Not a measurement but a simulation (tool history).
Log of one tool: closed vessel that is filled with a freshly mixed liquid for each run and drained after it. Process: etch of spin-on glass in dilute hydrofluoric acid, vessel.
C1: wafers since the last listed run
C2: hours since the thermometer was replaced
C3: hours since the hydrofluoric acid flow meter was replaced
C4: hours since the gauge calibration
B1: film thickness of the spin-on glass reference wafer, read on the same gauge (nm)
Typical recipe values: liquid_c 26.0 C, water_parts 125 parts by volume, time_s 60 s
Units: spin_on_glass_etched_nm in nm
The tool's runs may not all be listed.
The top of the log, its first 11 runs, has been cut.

Run 12, hour 170.4: usual settings but water_parts 155 parts by volume; C1 2142; C2 2664.5; C3 1898.0; C4 238.3; B1 120.00. Result: spin_on_glass_etched_nm 13.25 nm.
At hour 174.8: gauge calibrated.
At hour 179.1: thermometer replaced.
Run 13, hour 185.6: usual settings but water_parts 155 parts by volume; C1 1844; C2 6.5; C3 1913.2; C4 10.8; B1 120.00. Result: spin_on_glass_etched_nm 13.24 nm.
Run 14, hour 191.8: usual settings but water_parts 155 parts by volume; C1 805; C2 12.7; C3 1919.4; C4 17.0; B1 120.00. Result: spin_on_glass_etched_nm 13.18 nm.
Run 15, hour 200.6: usual settings; C1 1142; C2 21.5; C3 1928.2; C4 25.8; B1 119.99. Result: spin_on_glass_etched_nm 16.88 nm.
Run 16, hour 207.2: usual settings; C1 857; C2 28.1; C3 1934.8; C4 32.4; B1 120.01. Result: spin_on_glass_etched_nm 17.18 nm.
Run 17, hour 213.7: usual settings; C1 844; C2 34.6; C3 1941.3; C4 38.9; B1 120.01. Result: spin_on_glass_etched_nm 17.10 nm.
Run 18, hour 222.7: usual settings but water_parts 155 parts by volume; C1 1168; C2 43.6; C3 1950.3; C4 47.9; B1 120.00. Result: spin_on_glass_etched_nm 13.35 nm.
Run 19, hour 230.8: usual settings; C1 1051; C2 51.7; C3 1958.4; C4 56.0; B1 119.99. Result: spin_on_glass_etched_nm 17.03 nm.
At hour 233.1: hydrofluoric acid flow meter replaced.
Run 20, hour 241.4: usual settings; C1 1246; C2 62.3; C3 8.3; C4 66.6; B1 120.00. Result: spin_on_glass_etched_nm 14.87 nm.
Run 21, hour 257.5: usual settings; C1 2090; C2 78.4; C3 24.4; C4 82.7; B1 120.03. Result: spin_on_glass_etched_nm 14.97 nm.
Run 22, hour 269.7: usual settings but liquid_c 28.5 C; C1 1584; C2 90.6; C3 36.6; C4 94.9; B1 120.03. Result: spin_on_glass_etched_nm 16.23 nm.
Run 23, hour 277.2: usual settings but water_parts 85 parts by volume, time_s 75 s; C1 973; C2 98.1; C3 44.1; C4 102.4; B1 120.00. Result: spin_on_glass_etched_nm 28.94 nm.
Run 24, hour 290.8: usual settings but liquid_c 24.5 C, water_parts 175 parts by volume, time_s 50 s; C1 1766; C2 111.7; C3 57.7; C4 116.0; B1 120.03. Result: spin_on_glass_etched_nm 7.89 nm.
Run 25, hour 303.3: usual settings but time_s 35 s; C1 1623; C2 124.2; C3 70.2; C4 128.5; B1 119.99. Result: spin_on_glass_etched_nm 8.69 nm.
Run 26, hour 311.3: usual settings but time_s 45 s; C1 1038; C2 132.2; C3 78.2; C4 136.5; B1 120.01. Result: spin_on_glass_etched_nm 11.17 nm.
Run 27, hour 323.4: usual settings but time_s 30 s; C1 1571; C2 144.3; C3 90.3; C4 148.6; B1 120.00. Result: spin_on_glass_etched_nm 7.51 nm.
Run 28, hour 330.3: usual settings; C1 896; C2 151.2; C3 97.2; C4 155.5; B1 119.99. Result: spin_on_glass_etched_nm 15.09 nm.
Run 29, hour 340.9: usual settings but liquid_c 27.5 C, water_parts 105 parts by volume, time_s 45 s; C1 1376; C2 161.8; C3 107.8; C4 166.1; B1 120.03. Result: spin_on_glass_etched_nm 14.58 nm.
Run 30, hour 357.9: usual settings but time_s 80 s; C1 2207; C2 178.8; C3 124.8; C4 183.1; B1 120.01. Result: spin_on_glass_etched_nm 20.03 nm.
At hour 358.5: gauge calibrated.
Run 31, hour 365.2: usual settings but time_s 50 s; C1 947; C2 186.1; C3 132.1; C4 6.7; B1 120.02. Result: spin_on_glass_etched_nm 12.61 nm.
Run 32, hour 390.8: usual settings but liquid_c 29.0 C, time_s 85 s; C1 3324; C2 211.7; C3 157.7; C4 32.3; B1 119.99. Result: spin_on_glass_etched_nm 23.73 nm.

Estimate the outcome of run 33 from the log above:
Run 33, hour 406.4: usual settings; C1 2025; C2 227.3; C3 173.3; C4 47.9; B1 ?. Result: spin_on_glass_etched_nm ?.

B1: 120.03
spin_on_glass_etched_nm: 15.01 nm
Had the tool carried no hidden state, the very same run would have given spin_on_glass_etched_nm 14.73 nm.
